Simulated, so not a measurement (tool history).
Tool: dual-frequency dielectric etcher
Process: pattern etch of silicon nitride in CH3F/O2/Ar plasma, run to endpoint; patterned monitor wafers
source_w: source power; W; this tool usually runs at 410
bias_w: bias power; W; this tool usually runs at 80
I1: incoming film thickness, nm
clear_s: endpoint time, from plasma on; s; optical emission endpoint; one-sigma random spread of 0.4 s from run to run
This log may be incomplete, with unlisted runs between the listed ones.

run 1 hour=0.0 | source_w=410 bias_w=72 | I1=38.66 | clear_s=58.0
run 2 hour=71.0 | source_w=410 bias_w=80 | I1=38.88 | clear_s=56.0
run 3 hour=212.7 | source_w=410 bias_w=80 | I1=38.88 | clear_s=55.9
-- hour=237.7 wet clean of the chamber
run 4 hour=262.0 | source_w=410 bias_w=80 | I1=38.53 | clear_s=57.0
run 5 hour=289.4 | source_w=410 bias_w=80 | I1=39.05 | clear_s=57.3
run 6 hour=356.8 | source_w=410 bias_w=80 | I1=38.73 | clear_s=56.2
run 7 hour=408.6 | source_w=410 bias_w=80 | I1=38.94 | clear_s=56.8
-- hour=459.4 source power generator calibrated
run 8 hour=465.3 | source_w=500 bias_w=97 | I1=38.62 | clear_s=48.6
run 9 hour=495.8 | source_w=410 bias_w=91 | I1=39.31 | clear_s=54.2
run 10 hour=552.8 | source_w=330 bias_w=73 | I1=38.57 | clear_s=61.4
-- hour=588.4 wet clean of the chamber
-- hour=656.8 bias power generator calibrated
-- hour=701.1 upper electrode replaced
run 11 hour=738.0 | source_w=410 bias_w=80 | I1=38.32 | clear_s=55.7
run 12 hour=795.9 | source_w=410 bias_w=60 | I1=38.97 | clear_s=60.4
run 13 hour=841.1 | source_w=410 bias_w=87 | I1=38.81 | clear_s=54.2
run 14 hour=898.5 | source_w=450 bias_w=66 | I1=38.83 | clear_s=56.8

Consider 3 possible next runs. They are alternatives, not a sequence: every one starts from the tool as it was left by run 14. What does each give?
run A hour=898.9 | source_w=410 bias_w=80 | I1=38.47 | clear_s=?
run B hour=898.9 | source_w=410 bias_w=90 | I1=38.47 | clear_s=?
run C hour=898.9 | source_w=480 bias_w=95 | I1=38.47 | clear_s=?

run=A clear_s=54.9
run=B clear_s=53.0
run=C clear_s=49.4
With the hidden condition removed and each run's random variation left untouched, the same runs would have given:
run=A clear_s=56.3
run=B clear_s=54.3
run=C clear_s=50.6
